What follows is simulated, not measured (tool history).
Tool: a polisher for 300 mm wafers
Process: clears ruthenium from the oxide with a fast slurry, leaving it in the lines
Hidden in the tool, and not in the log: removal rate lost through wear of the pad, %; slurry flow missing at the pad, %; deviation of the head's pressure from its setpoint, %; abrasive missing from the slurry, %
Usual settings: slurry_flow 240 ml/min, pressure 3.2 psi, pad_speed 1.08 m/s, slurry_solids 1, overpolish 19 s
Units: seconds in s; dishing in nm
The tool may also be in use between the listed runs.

run	day	slurry_flow	pressure	pad_speed	slurry_solids	overpolish	wafers since the last listed run	wafers polished on this pad	hours since the slurry nozzle was cleaned	hours since the head pressure was calibrated	hours since the slurry blender was calibrated	incoming thickness of the incoming film, nm	seconds	dishing
1	0	240	3.2	1.08	1	28	0	1007	411.7	453.5	439.4	239.1	52.3	58.9
2	1.171	240	3.2	1.08	1	28	146	1153	439.8	481.6	467.5	239.6	52.8	59.3
3	2.467	240	3.2	1.08	1	19	161	1315	470.9	512.7	498.6	242.7	53.4	48.9
# day 3.475: worn pad replaced by a new one
4	3.571	240	3.2	1.08	1	19	117	11	497.4	539.2	525.1	236.9	51.4	48.4
# day 3.733: slurry blender recalibrated
5	5.817	240	3.2	1.08	1	19	270	282	551.3	593.1	50	242.3	52.2	50.6
6	6.858	240	3.2	1.08	1	19	130	412	576.3	618.1	75	241.5	52.6	49.6
7	8.079	240	3.2	1.08	0.8	19	152	565	605.6	647.4	104.3	238.5	58	46.5
8	9.279	240	3.2	1.08	0.8	19	149	715	634.4	676.2	133.1	237	57.2	46.4
9	11.679	240	3.2	1.08	1	19	299	1015	692	733.8	190.7	235.9	51.4	49.3
# day 11.796: slurry nozzle cleaned
# day 12.767: worn pad replaced by a new one
10	12.933	240	3.2	1.08	1	19	130	20	27.3	763.9	220.8	240.1	51.6	50.7
# day 13.712: head pressure recalibrated
11	14.154	240	2.2	0.74	1.2	19	142	163	56.6	10.6	250.1	236.6	81.1	37.2
12	21.35	240	3.7	1.3	0.85	29	899	1062	229.3	183.3	422.8	240.5	46.1	62.5
# day 21.892: worn pad replaced by a new one
# day 23.146: slurry blender recalibrated
13	23.633	210	3.2	1.26	1	19	254	207	284.1	238.1	11.7	237.4	47.7	51.3
14	25.183	170	3.2	0.94	0.85	27	193	401	321.3	275.3	48.9	237.9	67.4	51.4
15	27.458	240	3.2	1.08	1	19	284	685	375.9	329.9	103.5	238.8	52.7	49.8
16	30.029	240	3.2	1.08	1	19	321	1006	437.6	391.6	165.2	235.1	52.7	49
# day 30.979: worn pad replaced by a new one
17	32.292	240	3.2	0.86	1.25	29	261	163	491.9	445.9	219.5	236.9	55.8	57.5
18	33.425	240	2.3	1.08	1.3	23	141	305	519.1	473.1	246.7	237	56	51.7
19	34.883	270	3.2	0.72	0.75	27	182	487	554.1	508.1	281.7	239.6	81	46.6

Forecast each of these 4 alternatives for the next run:
A	34.9	240	2.3	1.08	1	19	2	489	554.5	508.5	282.1	239	?	?
B	34.9	240	3.9	0.94	1	19	2	489	554.5	508.5	282.1	239	?	?
C	34.9	180	3.2	1.08	1.25	19	2	489	554.5	508.5	282.1	239	?	?
D	34.9	200	3.2	0.98	0.85	19	2	489	554.5	508.5	282.1	239	?	?

run	seconds	dishing
A	63.9	44.5
B	52.4	50
C	50	51.2
D	63.9	44.5
Without the tool's hidden state the same runs would have given:
run	seconds	dishing
A	65.6	43.7
B	53.8	49.2
C	51.4	50.5
D	65.6	43.7
